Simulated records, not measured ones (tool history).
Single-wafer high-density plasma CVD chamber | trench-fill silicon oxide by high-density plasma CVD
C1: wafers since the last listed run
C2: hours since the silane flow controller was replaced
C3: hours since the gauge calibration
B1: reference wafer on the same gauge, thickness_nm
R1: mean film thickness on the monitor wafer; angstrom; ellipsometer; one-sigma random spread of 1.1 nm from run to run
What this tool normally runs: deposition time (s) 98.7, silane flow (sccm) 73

Run 1, hour 0: usual settings but deposition time (s) 106.2; C1 0; C2 2970.4; C3 82.7; B1 772.955. Result: R1 8766.5 angstrom.
Run 2, hour 10.2: usual settings but deposition time (s) 106.2; C1 165; C2 2980.6; C3 92.9; B1 772.912. Result: R1 8753.58 angstrom.
Run 3, hour 24.2: usual settings but deposition time (s) 106.2; C1 227; C2 2994.6; C3 106.9; B1 772.861. Result: R1 8749.09 angstrom.
Run 4, hour 32.6: usual settings; C1 136; C2 3003; C3 115.3; B1 773.001. Result: R1 8137.62 angstrom.
Run 5, hour 50.1: usual settings; C1 283; C2 3020.5; C3 132.8; B1 773.023. Result: R1 8157.04 angstrom.
Run 6, hour 58.3: usual settings; C1 132; C2 3028.7; C3 141; B1 773.324. Result: R1 8136.96 angstrom.
Run 7, hour 75.7: usual settings; C1 282; C2 3046.1; C3 158.4; B1 773.013. Result: R1 8145.48 angstrom.
Run 8, hour 83.5: usual settings but silane flow (sccm) 81; C1 126; C2 3053.9; C3 166.2; B1 773.193. Result: R1 9031.25 angstrom.
Run 9, hour 96.2: usual settings but silane flow (sccm) 81; C1 205; C2 3066.6; C3 178.9; B1 773.11. Result: R1 9060.87 angstrom.
Run 10, hour 103.3: usual settings but deposition time (s) 111.4; C1 115; C2 3073.7; C3 186; B1 772.769. Result: R1 9215.25 angstrom.
Run 11, hour 111.3: usual settings but deposition time (s) 111.4; C1 129; C2 3081.7; C3 194; B1 772.99. Result: R1 9188.06 angstrom.
Run 12, hour 125.3: usual settings but deposition time (s) 111.4; C1 227; C2 3095.7; C3 208; B1 773.041. Result: R1 9209.22 angstrom.
At hour 156.9: silane flow controller replaced.
Run 13, hour 173.4: usual settings but deposition time (s) 109.2; C1 650; C2 16.5; C3 256.1; B1 773.477. Result: R1 8372.01 angstrom.
Run 14, hour 183: usual settings but deposition time (s) 109.2; C1 155; C2 26.1; C3 265.7; B1 773.02. Result: R1 8359.03 angstrom.
Run 15, hour 198.5: usual settings; C1 251; C2 41.6; C3 281.2; B1 772.72. Result: R1 7567.29 angstrom.
Run 16, hour 204.9: usual settings but deposition time (s) 111.4; C1 103; C2 48; C3 287.6; B1 773.144. Result: R1 8563.29 angstrom.
Run 17, hour 221.1: usual settings but silane flow (sccm) 85; C1 262; C2 64.2; C3 303.8; B1 772.734. Result: R1 8828.06 angstrom.
Run 18, hour 230.5: usual settings but deposition time (s) 117.9, silane flow (sccm) 65; C1 152; C2 73.6; C3 313.2; B1 773.282. Result: R1 8057.68 angstrom.
Run 19, hour 236.7: usual settings but deposition time (s) 92.8, silane flow (sccm) 67; C1 100; C2 79.8; C3 319.4; B1 773.013. Result: R1 6541.75 angstrom.
Run 20, hour 251.4: usual settings but deposition time (s) 104.7, silane flow (sccm) 68; C1 238; C2 94.5; C3 334.1; B1 772.825. Result: R1 7506.64 angstrom.
At hour 255.6: gauge calibrated.
Run 21, hour 263.5: usual settings; C1 196; C2 106.6; C3 7.9; B1 772.988. Result: R1 7576.82 angstrom.
Run 22, hour 279.8: usual settings but silane flow (sccm) 83; C1 264; C2 122.9; C3 24.2; B1 772.916. Result: R1 8620.26 angstrom.
Run 23, hour 311.1: usual settings but deposition time (s) 107.7, silane flow (sccm) 67; C1 507; C2 154.2; C3 55.5; B1 773.16. Result: R1 7579.23 angstrom.
Run 24, hour 325.6: usual settings; C1 235; C2 168.7; C3 70; B1 773.244. Result: R1 7564.97 angstrom.
Run 25, hour 340.5: usual settings but deposition time (s) 112.1, silane flow (sccm) 85; C1 241; C2 183.6; C3 84.9; B1 773.355. Result: R1 10012.13 angstrom.
Run 26, hour 351.9: usual settings; C1 184; C2 195; C3 96.3; B1 773.045. Result: R1 7582.38 angstrom.
Run 27, hour 359.1: usual settings but deposition time (s) 116.2; C1 116; C2 202.2; C3 103.5; B1 772.77. Result: R1 8925.96 angstrom.
Run 28, hour 365.2: usual settings but deposition time (s) 79, silane flow (sccm) 60; C1 98; C2 208.3; C3 109.6; B1 772.821. Result: R1 4981.15 angstrom.
Run 29, hour 376: usual settings but deposition time (s) 79, silane flow (sccm) 69; C1 175; C2 219.1; C3 120.4; B1 773.052. Result: R1 5730.44 angstrom.

Each row is a separate what-if for the run after 29, all from the same tool condition, not one after another. Results?
Run A, hour 376.4: usual settings but deposition time (s) 87.6; C1 6; C2 219.5; C3 120.8; B1 ?. Result: R1 ?.
Run B, hour 376.4: usual settings but deposition time (s) 110.8, silane flow (sccm) 67; C1 6; C2 219.5; C3 120.8; B1 ?. Result: R1 ?.
Run C, hour 376.4: usual settings but silane flow (sccm) 80; C1 6; C2 219.5; C3 120.8; B1 ?. Result: R1 ?.
Run D, hour 376.4: usual settings but deposition time (s) 83.9, silane flow (sccm) 67; C1 6; C2 219.5; C3 120.8; B1 ?. Result: R1 ?.

run       B1       R1
  A  772.867  6727.27
  B  772.867  7809.56
  C  772.867  8306.52
  D  772.867  5913.56
What these runs would have given with no unlogged condition in the tool:
run       R1
  A  6767.55
  B  7856.32
  C  8356.26
  D  5948.97
